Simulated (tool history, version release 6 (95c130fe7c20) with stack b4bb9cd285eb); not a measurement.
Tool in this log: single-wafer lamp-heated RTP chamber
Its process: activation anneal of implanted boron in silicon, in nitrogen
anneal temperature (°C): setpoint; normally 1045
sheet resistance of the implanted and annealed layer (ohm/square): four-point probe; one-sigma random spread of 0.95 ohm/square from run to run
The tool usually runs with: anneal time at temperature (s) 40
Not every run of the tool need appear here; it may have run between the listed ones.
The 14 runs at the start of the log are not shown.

run   hour  anneal temperature (°C)  anneal time at temperature (s)  wafers since the last listed run  wafers since the last pyrometer calibration  wafers since the reflector plate was cleaned  hours since the gauge calibration  read-back reference wafer on the same gauge, sheet resistance  sheet resistance of the implanted and annealed layer (ohm/square)
 15  280.9                     1045                              40                               522                                         9125                                         10083                              760.2                                                         668.59                                                             622.94
     289.0  -- pyrometer window cleaned and pyrometer calibrated
     297.4  -- reflector plate cleaned
 16  311.2                     1036                              47                               306                                          304                                           294                              790.5                                                         668.33                                                             624.37
 17  335.5                     1029                              63                               520                                          825                                           815                              814.8                                                         668.73                                                             622.68
 18  361.1                     1055                              62                               548                                         1373                                          1363                              840.4                                                         668.53                                                             620.27
 19  378.4                     1022                              54                               370                                         1744                                          1733                              857.7                                                         668.19                                                             625.09
     400.5  -- gauge calibrated
 20  407.6                     1045                              40                               625                                         2369                                          2359                                7.1                                                         679.48                                                             634.72
 21  428.0                     1045                              40                               436                                         2806                                          2796                               27.5                                                         678.67                                                             633.28
 22  459.8                     1056                              40                               681                                         3487                                          3477                               59.3                                                         677.83                                                             632.86
 23  488.7                     1019                              51                               618                                         4106                                          4096                               88.2                                                         677.27                                                             632.20
 24  514.6                     1063                              22                               554                                         4660                                          4650                              114.1                                                         676.50                                                             633.61
 25  542.3                     1055                              40                               593                                         5254                                          5243                              141.8                                                         675.91                                                             630.78
 26  555.8                     1036                              47                               289                                         5543                                          5533                              155.3                                                         675.59                                                             630.06
 27  575.8                     1028                              31                               428                                         5971                                          5961                              175.3                                                         675.09                                                             631.51
 28  589.4                     1045                              40                               291                                         6262                                          6252                              188.9                                                         674.80                                                             629.10
 29  610.5                     1069                              59                               451                                         6714                                          6704                              210.0                                                         674.40                                                             622.84
 30  623.8                     1045                              50                               284                                         6999                                          6989                              223.3                                                         674.16                                                             628.37
 31  646.6                     1036                              47                               488                                         7487                                          7477                              246.1                                                         674.01                                                             629.21
 32  665.1                     1026                              54                               396                                         7883                                          7873                              264.6                                                         673.48                                                             627.24
 33  686.2                     1036                              51                               451                                         8335                                          8325                              285.7                                                         673.42                                                             627.73
 34  703.2                     1036                              29                               364                                         8699                                          8689                              302.7                                                         673.07                                                             630.39
 35  716.8                     1059                              61                               291                                         8991                                          8980                              316.3                                                         672.74                                                             624.57
     745.4  -- pyrometer window cleaned and pyrometer calibrated
     749.9  -- reflector plate cleaned
 36  750.4                     1034                              51                               451                                           11                                            11                              349.9                                                         672.30                                                             628.19
 37  752.9                     1072                              40                                53                                           64                                            64                              352.4                                                         672.27                                                             624.35

4 options for the next run, each taken on its own from the tool as it stands now. Forecast them:
  A  753.3                     1045                              40                                 8                                           73                                            73                              352.8                                                              ?                                                                  ?
  B  753.3                     1021                              51                                 8                                           73                                            73                              352.8                                                              ?                                                                  ?
  C  753.3                     1055                              56                                 8                                           73                                            73                              352.8                                                              ?                                                                  ?
  D  753.3                     1020                              55                                 8                                           73                                            73                              352.8                                                              ?                                                                  ?

run  read-back reference wafer on the same gauge, sheet resistance  sheet resistance of the implanted and annealed layer (ohm/square)
  A                                                         672.37                                                             627.76
  B                                                         672.37                                                             628.11
  C                                                         672.37                                                             623.98
  D                                                         672.37                                                             627.85
With the hidden condition removed and each run's random variation left untouched, the same runs would have given:
run  sheet resistance of the implanted and annealed layer (ohm/square)
  A                                                             634.87
  B                                                             635.22
  C                                                             631.04
  D                                                             634.95

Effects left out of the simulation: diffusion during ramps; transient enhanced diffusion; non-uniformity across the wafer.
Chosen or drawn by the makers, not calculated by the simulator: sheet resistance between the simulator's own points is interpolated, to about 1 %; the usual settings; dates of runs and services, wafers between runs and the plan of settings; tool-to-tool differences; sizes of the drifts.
